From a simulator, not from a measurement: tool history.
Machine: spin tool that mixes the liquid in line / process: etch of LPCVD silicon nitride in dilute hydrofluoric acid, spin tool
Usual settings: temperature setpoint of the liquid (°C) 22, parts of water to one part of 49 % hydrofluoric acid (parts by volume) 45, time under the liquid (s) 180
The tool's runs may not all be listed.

run	hour	temperature setpoint of the liquid (°C)	parts of water to one part of 49 % hydrofluoric acid (parts by volume)	time under the liquid (s)	wafers since the last listed run	hours since the thermometer was replaced	hours since the hydrofluoric acid flow meter was replaced	hours since the gauge calibration	read-back film thickness of the LPCVD silicon nitride reference wafer, read on the same gauge (nm)	thickness taken off the LPCVD silicon nitride on a monitor wafer (nm)
1	0	19.5	45	180	0	1718.7	285.7	2697	30.018	1.996
2	78.6	26	45	180	796	1797.3	364.3	2775.6	30.013	3.106
# hour 143.3: gauge calibrated
3	144.6	22	45	180	668	1863.3	430.3	1.3	29.978	2.397
4	181	25.5	45	180	368	1899.7	466.7	37.7	30.004	3.066
5	257.2	25.5	45	180	772	1975.9	542.9	113.9	30.026	3.09
# hour 275.7: hydrofluoric acid flow meter replaced
6	330.5	25.5	45	180	732	2049.2	54.8	187.2	30.008	2.925
7	385.5	22	45	145	557	2104.2	109.8	242.2	30.002	1.858
8	465	22	45	145	805	2183.7	189.3	321.7	30.012	1.95
9	522.7	22	45	180	584	2241.4	247	379.4	29.963	2.352
10	578.8	22	45	180	568	2297.5	303.1	435.5	30.033	2.454
11	721.5	22	45	180	1446	2440.2	445.8	578.2	30.026	2.516
12	791.6	22	45	145	710	2510.3	515.9	648.3	29.998	2.036
13	858.6	20.5	45	180	678	2577.3	582.9	715.3	30.022	2.294
# hour 904.8: hydrofluoric acid flow meter replaced
14	924.6	18.5	45	85	658	2643.3	19.8	781.3	30.005	0.861
15	977.8	22	45	110	539	2696.5	73	834.5	29.973	1.412
# hour 1031.1: thermometer replaced
16	1063.4	22	45	180	857	32.3	158.6	920.1	29.995	2.01
17	1136.5	25	40	105	740	105.4	231.7	993.2	30.003	1.628
18	1222.7	22	35	135	873	191.6	317.9	1079.4	29.977	1.995
19	1313.6	26	55	180	921	282.5	408.8	1170.3	29.984	2.34
20	1394.3	22	45	180	817	363.2	489.5	1251	30.025	2.172
21	1437.8	20.5	45	280	440	406.7	533	1294.5	30.02	3.172
# hour 1512.3: hydrofluoric acid flow meter replaced
22	1516.9	26	30	230	791	485.8	4.6	1373.6	29.994	4.954
23	1560.9	22	45	145	445	529.8	48.6	1417.6	30.012	1.718
24	1628	25	30	180	679	596.9	115.7	1484.7	29.984	3.899
25	1678.1	22	45	180	507	647	165.8	1534.8	30.059	2.131
26	1751.7	22	55	85	745	720.6	239.4	1608.4	30.029	0.848
27	1829.4	20.5	65	180	787	798.3	317.1	1686.1	29.99	1.436
28	2066.2	22	45	180	2399	1035.1	553.9	1922.9	29.999	2.325
29	2138.1	22	45	180	728	1107	625.8	1994.8	30.001	2.32
# hour 2210.6: hydrofluoric acid flow meter replaced
30	2228.2	25.5	55	250	902	1197.1	17.6	2084.9	29.968	3.025
31	2324.9	20.5	55	180	979	1293.8	114.3	2181.6	29.97	1.659

5 ways to go on from here, each from the tool as it stands after run 31. What would each give?
A	2325.4	22	45	180	5	1294.3	114.8	2182.1	?	?
B	2325.4	22	45	140	5	1294.3	114.8	2182.1	?	?
C	2325.4	20.5	65	80	5	1294.3	114.8	2182.1	?	?
D	2325.4	24	25	80	5	1294.3	114.8	2182.1	?	?
E	2325.4	26	50	125	5	1294.3	114.8	2182.1	?	?

run	read-back film thickness of the LPCVD silicon nitride reference wafer, read on the same gauge (nm)	thickness taken off the LPCVD silicon nitride on a monitor wafer (nm)
A	30.024	2.264
B	30.024	1.761
C	30.024	0.634
D	30.024	2.038
E	30.024	1.854
Stripped of hidden state, with their random variation kept, the same runs would have yielded:
run	thickness taken off the LPCVD silicon nitride on a monitor wafer (nm)
A	2.028
B	1.577
C	0.568
D	1.826
E	1.665
